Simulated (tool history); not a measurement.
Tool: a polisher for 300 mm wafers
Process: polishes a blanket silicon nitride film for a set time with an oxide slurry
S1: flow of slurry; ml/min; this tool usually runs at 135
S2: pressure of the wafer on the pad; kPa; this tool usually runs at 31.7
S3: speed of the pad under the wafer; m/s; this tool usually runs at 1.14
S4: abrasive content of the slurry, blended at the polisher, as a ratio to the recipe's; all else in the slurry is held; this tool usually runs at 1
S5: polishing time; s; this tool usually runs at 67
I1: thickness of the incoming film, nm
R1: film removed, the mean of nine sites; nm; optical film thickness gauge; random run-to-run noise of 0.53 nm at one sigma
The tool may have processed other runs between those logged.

run	hour	S1	S2	S3	S4	S5	I1	R1
1	0	170	31.7	1.14	1	67	258.7	59.3
2	10.4	170	31.7	1.14	1	67	258.4	58.6
3	19.3	135	31.7	0.88	1	67	260.6	49.1
4	29.8	135	31.7	0.88	1	67	260.4	49.1
5	38.9	135	31.7	1.14	1	67	261.3	62.5
6	59.1	135	31.7	1.14	1	67	262.5	61.4
7	70.2	135	31.7	1.14	1	67	263.4	60
8	87.2	135	26.9	1.14	0.9	67	257.5	48.5
9	113.7	115	31.7	1.3	1	67	262.3	61.2
10	127.3	135	31.7	1.14	1	67	256.9	56.8
11	144.2	170	22.8	0.88	1	57	258.1	31.3
12	155.2	150	31.7	1.14	1.15	67	260.1	60.9
13	167	135	21.4	0.9	1.15	67	265.1	35.6
14	178.8	135	31.7	1.14	1	67	260.5	56.4
15	196.7	135	41.4	1.14	1	67	259.3	83.4
16	208.6	135	31.7	1.14	1	67	257.5	62.1
17	250.4	135	31.7	1.14	1	67	260.2	59.1
18	258.1	135	31.7	1.14	0.9	75	255.7	63.9
19	272.8	135	34.5	1.48	1.2	50	258.9	58
20	282.1	135	31.7	1.14	1	67	264.8	57
21	295.7	175	42.1	1.5	0.8	67	259.4	85.3
22	309.5	120	24.8	1.38	1	67	259.1	48.2
23	324.5	135	31.7	1.14	1	67	259.5	56.8
24	332.1	135	31.7	1.14	0.9	67	258.5	55.4
25	346.8	135	37.2	1.14	1.25	79	265.7	93.6

Between the runs listed above, the log contained 9 entries, not reproduced here. Where in the sequence does each belong, and how does what the log doesn't record of the tool's condition differ from the listed run before to the listed run after?
Between runs 4 and 5: slurry blender recalibrated (hour 32.3)
  abrasive missing from the slurry, %: 30.3 -> 6.82
  the result without the hidden state subtracted from the measured one, R1: -6.3 -> -1.5 nm
Between runs 5 and 6: slurry nozzle cleaned (hour 41.6); worn pad replaced by a new one (hour 58.6)
  abrasive missing from the slurry, %: 6.82 -> 14.6
  the result without the hidden state subtracted from the measured one, R1: -1.5 -> -3.3 nm
Between runs 9 and 10: conditioning disc replaced and pad reconditioned (hour 126.8)
  abrasive missing from the slurry, %: 25.9 -> 27.4
  the result without the hidden state subtracted from the measured one, R1: -6.4 -> -6.4 nm
Between runs 12 and 13: worn pad replaced by a new one (hour 164.4)
  abrasive missing from the slurry, %: 29.6 -> 30.2
  the result without the hidden state subtracted from the measured one, R1: -7.1 -> -4.3 nm
Between runs 13 and 14: head pressure recalibrated (hour 178.3)
  abrasive missing from the slurry, %: 30.2 -> 30.7
  the result without the hidden state subtracted from the measured one, R1: -4.3 -> -7.3 nm
Between runs 14 and 15: slurry blender recalibrated (hour 196.2)
  abrasive missing from the slurry, %: 30.7 -> 2.15
  the result without the hidden state subtracted from the measured one, R1: -7.3 -> -0.6 nm
Between runs 19 and 20: worn pad replaced by a new one (hour 278.7)
  abrasive missing from the slurry, %: 23.6 -> 24.8
  the result without the hidden state subtracted from the measured one, R1: -5.1 -> -5.7 nm
Between runs 24 and 25: slurry blender recalibrated (hour 341.5)
  abrasive missing from the slurry, %: 28.6 -> 8.14
  the result without the hidden state subtracted from the measured one, R1: -6.8 -> -2.4 nm

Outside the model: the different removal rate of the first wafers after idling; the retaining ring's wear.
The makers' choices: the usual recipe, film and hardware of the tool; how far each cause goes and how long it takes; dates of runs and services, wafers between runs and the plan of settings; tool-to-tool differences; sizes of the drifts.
